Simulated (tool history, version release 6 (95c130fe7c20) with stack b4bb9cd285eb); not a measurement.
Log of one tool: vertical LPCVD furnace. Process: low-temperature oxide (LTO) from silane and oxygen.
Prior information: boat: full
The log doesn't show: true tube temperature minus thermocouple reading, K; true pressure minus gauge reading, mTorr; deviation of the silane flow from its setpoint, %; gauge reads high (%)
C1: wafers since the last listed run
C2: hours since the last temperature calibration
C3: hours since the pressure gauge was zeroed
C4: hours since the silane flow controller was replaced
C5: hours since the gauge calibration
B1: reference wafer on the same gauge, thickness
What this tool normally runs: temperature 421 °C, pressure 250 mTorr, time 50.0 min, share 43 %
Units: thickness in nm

run 1 hour=0.0 | temperature=421 pressure=250 time=37.0 share=43 | C1=0 C2=2732.9 C3=1574.5 C4=5334.2 C5=122.9 | B1=682.91 | thickness=487.97
run 2 hour=7.9 | temperature=421 pressure=215 time=50.0 share=43 | C1=135 C2=2740.8 C3=1582.4 C4=5342.1 C5=130.8 | B1=683.02 | thickness=563.08
run 3 hour=21.1 | temperature=421 pressure=215 time=50.0 share=43 | C1=226 C2=2754.0 C3=1595.6 C4=5355.3 C5=144.0 | B1=682.94 | thickness=562.79
run 4 hour=31.0 | temperature=421 pressure=215 time=50.0 share=43 | C1=170 C2=2763.9 C3=1605.5 C4=5365.2 C5=153.9 | B1=682.96 | thickness=562.78
run 5 hour=48.4 | temperature=421 pressure=250 time=50.0 share=39 | C1=299 C2=2781.3 C3=1622.9 C4=5382.6 C5=171.3 | B1=683.11 | thickness=594.30
run 6 hour=66.7 | temperature=421 pressure=250 time=50.0 share=39 | C1=314 C2=2799.6 C3=1641.2 C4=5400.9 C5=189.6 | B1=682.91 | thickness=594.09
run 7 hour=85.8 | temperature=421 pressure=250 time=50.0 share=39 | C1=328 C2=2818.7 C3=1660.3 C4=5420.0 C5=208.7 | B1=683.10 | thickness=595.43
run 8 hour=104.5 | temperature=421 pressure=250 time=60.0 share=43 | C1=321 C2=2837.4 C3=1679.0 C4=5438.7 C5=227.4 | B1=683.26 | thickness=793.85
-- hour=129.2 pressure gauge zeroed
run 9 hour=129.7 | temperature=421 pressure=250 time=60.0 share=43 | C1=20 C2=2862.6 C3=0.5 C4=5463.9 C5=252.6 | B1=682.86 | thickness=826.48
run 10 hour=134.3 | temperature=421 pressure=250 time=50.0 share=46 | C1=79 C2=2867.2 C3=5.1 C4=5468.5 C5=257.2 | B1=682.98 | thickness=734.89
run 11 hour=151.9 | temperature=421 pressure=250 time=50.0 share=46 | C1=302 C2=2884.8 C3=22.7 C4=5486.1 C5=274.8 | B1=682.90 | thickness=733.72
run 12 hour=163.2 | temperature=421 pressure=250 time=50.0 share=43 | C1=194 C2=2896.1 C3=34.0 C4=5497.4 C5=286.1 | B1=683.00 | thickness=684.88
run 13 hour=181.1 | temperature=421 pressure=250 time=50.0 share=43 | C1=307 C2=2914.0 C3=51.9 C4=5515.3 C5=304.0 | B1=682.97 | thickness=685.82
run 14 hour=194.5 | temperature=421 pressure=295 time=50.0 share=43 | C1=230 C2=2927.4 C3=65.3 C4=5528.7 C5=317.4 | B1=683.05 | thickness=810.01
run 15 hour=207.2 | temperature=421 pressure=250 time=50.0 share=43 | C1=218 C2=2940.1 C3=78.0 C4=5541.4 C5=330.1 | B1=683.06 | thickness=683.43
run 16 hour=216.3 | temperature=421 pressure=250 time=50.0 share=43 | C1=156 C2=2949.2 C3=87.1 C4=5550.5 C5=339.2 | B1=682.93 | thickness=683.50
-- hour=226.9 gauge calibrated
-- hour=242.1 thermocouples replaced and temperature profile calibrated
-- hour=266.5 silane flow controller replaced
run 17 hour=267.0 | temperature=421 pressure=265 time=68.0 share=48 | C1=46 C2=24.9 C3=137.8 C4=0.5 C5=40.1 | B1=682.97 | thickness=1060.51
run 18 hour=271.6 | temperature=421 pressure=205 time=43.0 share=43 | C1=79 C2=29.5 C3=142.4 C4=5.1 C5=44.7 | B1=682.99 | thickness=466.86
run 19 hour=276.2 | temperature=421 pressure=250 time=67.5 share=49 | C1=79 C2=34.1 C3=147.0 C4=9.7 C5=49.3 | B1=683.04 | thickness=1011.34
run 20 hour=280.9 | temperature=429 pressure=250 time=50.0 share=38 | C1=80 C2=38.8 C3=151.7 C4=14.4 C5=54.0 | B1=683.20 | thickness=629.65
run 21 hour=285.5 | temperature=421 pressure=270 time=50.0 share=43 | C1=79 C2=43.4 C3=156.3 C4=19.0 C5=58.6 | B1=683.00 | thickness=717.42
run 22 hour=290.1 | temperature=421 pressure=250 time=30.5 share=50 | C1=79 C2=48.0 C3=160.9 C4=23.6 C5=63.2 | B1=683.05 | thickness=463.16
run 23 hour=302.7 | temperature=421 pressure=250 time=36.5 share=43 | C1=216 C2=60.6 C3=173.5 C4=36.2 C5=75.8 | B1=683.22 | thickness=484.56
run 24 hour=319.3 | temperature=415 pressure=250 time=50.0 share=43 | C1=285 C2=77.2 C3=190.1 C4=52.8 C5=92.4 | B1=683.24 | thickness=624.40
run 25 hour=336.0 | temperature=421 pressure=215 time=70.0 share=43 | C1=287 C2=93.9 C3=206.8 C4=69.5 C5=109.1 | B1=683.21 | thickness=794.92
run 26 hour=346.2 | temperature=421 pressure=225 time=50.0 share=43 | C1=175 C2=104.1 C3=217.0 C4=79.7 C5=119.3 | B1=683.02 | thickness=593.11
run 27 hour=360.8 | temperature=425 pressure=295 time=36.5 share=39 | C1=250 C2=118.7 C3=231.6 C4=94.3 C5=133.9 | B1=683.08 | thickness=535.99
run 28 hour=368.8 | temperature=421 pressure=270 time=50.0 share=43 | C1=137 C2=126.7 C3=239.6 C4=102.3 C5=141.9 | B1=682.86 | thickness=714.45
run 29 hour=383.2 | temperature=421 pressure=250 time=44.5 share=43 | C1=247 C2=141.1 C3=254.0 C4=116.7 C5=156.3 | B1=682.92 | thickness=587.35
run 30 hour=397.9 | temperature=421 pressure=225 time=58.0 share=45 | C1=252 C2=155.8 C3=268.7 C4=131.4 C5=171.0 | B1=683.00 | thickness=716.19
run 31 hour=405.9 | temperature=421 pressure=285 time=50.0 share=43 | C1=137 C2=163.8 C3=276.7 C4=139.4 C5=179.0 | B1=682.95 | thickness=753.33

Some steps in thickness, run to run, broken into two amounts with sign: the step expected even without the hidden condition (settings, incoming material, random variation), and the rest, left for the hidden condition together with whatever gauge scatter is not in both the measured and the hidden-condition-free result:
Run 8 -> 9: pressure gauge zeroed. thickness +32.63 nm: hidden state +32.86, all else -0.23.
Run 16 -> 17: pressure 250 -> 265, time 50.0 -> 68.0, share 43 -> 48, gauge calibrated, thermocouples replaced and temperature profile calibrated, silane flow controller replaced. thickness +377.01 nm: hidden state -24.33, all else +401.34.
Run 17 -> 18: pressure 265 -> 205, time 68.0 -> 43.0, share 48 -> 43. thickness -593.65 nm: hidden state +5.83, all else -599.48.
Run 18 -> 19: pressure 205 -> 250, time 43.0 -> 67.5, share 43 -> 49. thickness +544.48 nm: hidden state -6.96, all else +551.44.
Run 19 -> 20: temperature 421 -> 429, time 67.5 -> 50.0, share 49 -> 38. thickness -381.69 nm: hidden state +6.16, all else -387.85.
Run 24 -> 25: temperature 415 -> 421, pressure 250 -> 215, time 50.0 -> 70.0. thickness +170.52 nm: hidden state -7.39, all else +177.91.
